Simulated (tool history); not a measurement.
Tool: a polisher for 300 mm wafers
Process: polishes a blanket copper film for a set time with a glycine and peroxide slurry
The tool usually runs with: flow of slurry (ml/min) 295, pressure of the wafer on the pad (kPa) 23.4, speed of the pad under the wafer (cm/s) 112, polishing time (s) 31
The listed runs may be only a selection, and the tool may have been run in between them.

| run | day | flow of slurry (ml/min) | pressure of the wafer on the pad (kPa) | speed of the pad under the wafer (cm/s) | polishing time (s) | wafers since the last listed run | wafers polished on this pad | hours since the slurry nozzle was cleaned | hours since the head pressure was calibrated | incoming thickness of the incoming film, nm | film removed (angstrom) |
|---|---|---|---|---|---|---|---|---|---|---|---|
| 1 | 0.000 | 295 | 23.4 | 112 | 31 | 0 | 559 | 57.0 | 91.8 | 1633.4 | 2029 |
| 2 | 1.192 | 295 | 23.4 | 112 | 31 | 435 | 995 | 85.6 | 120.4 | 1642.6 | 1972 |
| 3 | 1.712 | 295 | 23.4 | 112 | 31 | 190 | 1185 | 98.1 | 132.9 | 1664.8 | 1999 |
| 4 | 2.254 | 295 | 17.2 | 142 | 31 | 197 | 1383 | 111.1 | 145.9 | 1664.1 | 1865 |
| 5 | 3.062 | 295 | 17.2 | 142 | 31 | 295 | 1678 | 130.5 | 165.3 | 1659.7 | 1883 |
| 6 | 4.033 | 295 | 23.4 | 112 | 31 | 354 | 2033 | 153.8 | 188.6 | 1626.2 | 1995 |
|  | 4.475 | worn pad replaced by a new one |
| 7 | 5.508 | 295 | 23.4 | 112 | 31 | 478 | 377 | 189.2 | 224.0 | 1637.0 | 2005 |
| 8 | 6.429 | 295 | 23.4 | 112 | 31 | 336 | 713 | 211.3 | 246.1 | 1657.0 | 2020 |
| 9 | 7.662 | 295 | 21.4 | 112 | 31 | 450 | 1164 | 240.9 | 275.7 | 1662.5 | 1847 |
| 10 | 8.812 | 295 | 21.4 | 112 | 31 | 420 | 1585 | 268.5 | 303.3 | 1651.1 | 1879 |
| 11 | 9.417 | 295 | 21.4 | 112 | 31 | 220 | 1805 | 283.0 | 317.8 | 1687.8 | 1850 |
|  | 10.329 | worn pad replaced by a new one |
| 12 | 10.746 | 380 | 23.4 | 112 | 31 | 424 | 152 | 314.9 | 349.7 | 1651.5 | 2030 |
| 13 | 11.442 | 380 | 23.4 | 112 | 31 | 254 | 406 | 331.6 | 366.4 | 1629.1 | 2107 |
| 14 | 12.308 | 295 | 23.4 | 112 | 25 | 316 | 723 | 352.4 | 387.2 | 1633.6 | 1642 |
| 15 | 13.654 | 295 | 23.4 | 112 | 25 | 491 | 1215 | 384.7 | 419.5 | 1637.1 | 1655 |
| 16 | 14.808 | 295 | 23.4 | 112 | 26 | 421 | 1636 | 412.4 | 447.2 | 1693.6 | 1736 |
|  | 15.196 | head pressure recalibrated |
| 17 | 15.946 | 295 | 26.2 | 96 | 31 | 385 | 2022 | 439.7 | 18.0 | 1671.5 | 1878 |
| 18 | 16.517 | 295 | 23.4 | 112 | 23 | 208 | 2230 | 453.4 | 31.7 | 1658.0 | 1457 |
|  | 17.229 | worn pad replaced by a new one |
| 19 | 17.462 | 210 | 23.4 | 112 | 31 | 284 | 85 | 476.1 | 54.4 | 1646.1 | 1903 |
| 20 | 18.454 | 295 | 23.4 | 112 | 25 | 362 | 447 | 499.9 | 78.2 | 1622.4 | 1643 |
| 21 | 19.842 | 295 | 17.2 | 142 | 31 | 507 | 954 | 533.2 | 111.5 | 1667.0 | 1904 |
| 22 | 21.125 | 195 | 17.2 | 86 | 39 | 469 | 1423 | 564.0 | 142.3 | 1642.8 | 1532 |
| 23 | 22.588 | 235 | 16.5 | 98 | 31 | 534 | 1958 | 599.1 | 177.4 | 1654.4 | 1328 |
|  | 23.925 | slurry nozzle cleaned |
|  | 23.942 | worn pad replaced by a new one |
| 24 | 24.025 | 295 | 30.3 | 152 | 31 | 503 | 30 | 2.4 | 211.9 | 1649.0 | 3371 |
| 25 | 24.850 | 375 | 23.4 | 112 | 24 | 301 | 331 | 22.2 | 231.7 | 1655.0 | 1616 |
| 26 | 25.842 | 295 | 16.5 | 112 | 31 | 362 | 694 | 46.0 | 255.5 | 1682.6 | 1530 |
| 27 | 27.158 | 335 | 20.7 | 148 | 22 | 481 | 1175 | 77.6 | 287.1 | 1665.9 | 1697 |
| 28 | 27.871 | 295 | 23.4 | 112 | 31 | 260 | 1435 | 94.7 | 304.2 | 1638.3 | 2069 |
| 29 | 28.888 | 295 | 30.3 | 112 | 38 | 371 | 1807 | 119.1 | 328.6 | 1667.8 | 3140 |
|  | 29.804 | worn pad replaced by a new one |
| 30 | 29.825 | 295 | 23.4 | 112 | 31 | 281 | 8 | 141.6 | 351.1 | 1666.9 | 2060 |
| 31 | 31.017 | 240 | 20.7 | 126 | 31 | 435 | 443 | 170.2 | 379.7 | 1644.2 | 2023 |

Alternative continuations, all from the tool just after run 31; predict every row:
| A | 31.033 | 295 | 23.4 | 112 | 31 | 6 | 449 | 170.6 | 380.1 | 1648.0 | ? |
| B | 31.033 | 395 | 15.2 | 82 | 39 | 6 | 449 | 170.6 | 380.1 | 1648.0 | ? |
| C | 31.033 | 265 | 30.3 | 124 | 31 | 6 | 449 | 170.6 | 380.1 | 1648.0 | ? |
| D | 31.033 | 340 | 16.5 | 112 | 31 | 6 | 449 | 170.6 | 380.1 | 1648.0 | ? |

| run | film removed (angstrom) |
|---|---|
| A | 2108 |
| B | 1460 |
| C | 2882 |
| D | 1582 |
Stripped of hidden state, with their random variation kept, the same runs would have yielded:
| run | film removed (angstrom) |
|---|---|
| A | 1955 |
| B | 1367 |
| C | 2665 |
| D | 1472 |

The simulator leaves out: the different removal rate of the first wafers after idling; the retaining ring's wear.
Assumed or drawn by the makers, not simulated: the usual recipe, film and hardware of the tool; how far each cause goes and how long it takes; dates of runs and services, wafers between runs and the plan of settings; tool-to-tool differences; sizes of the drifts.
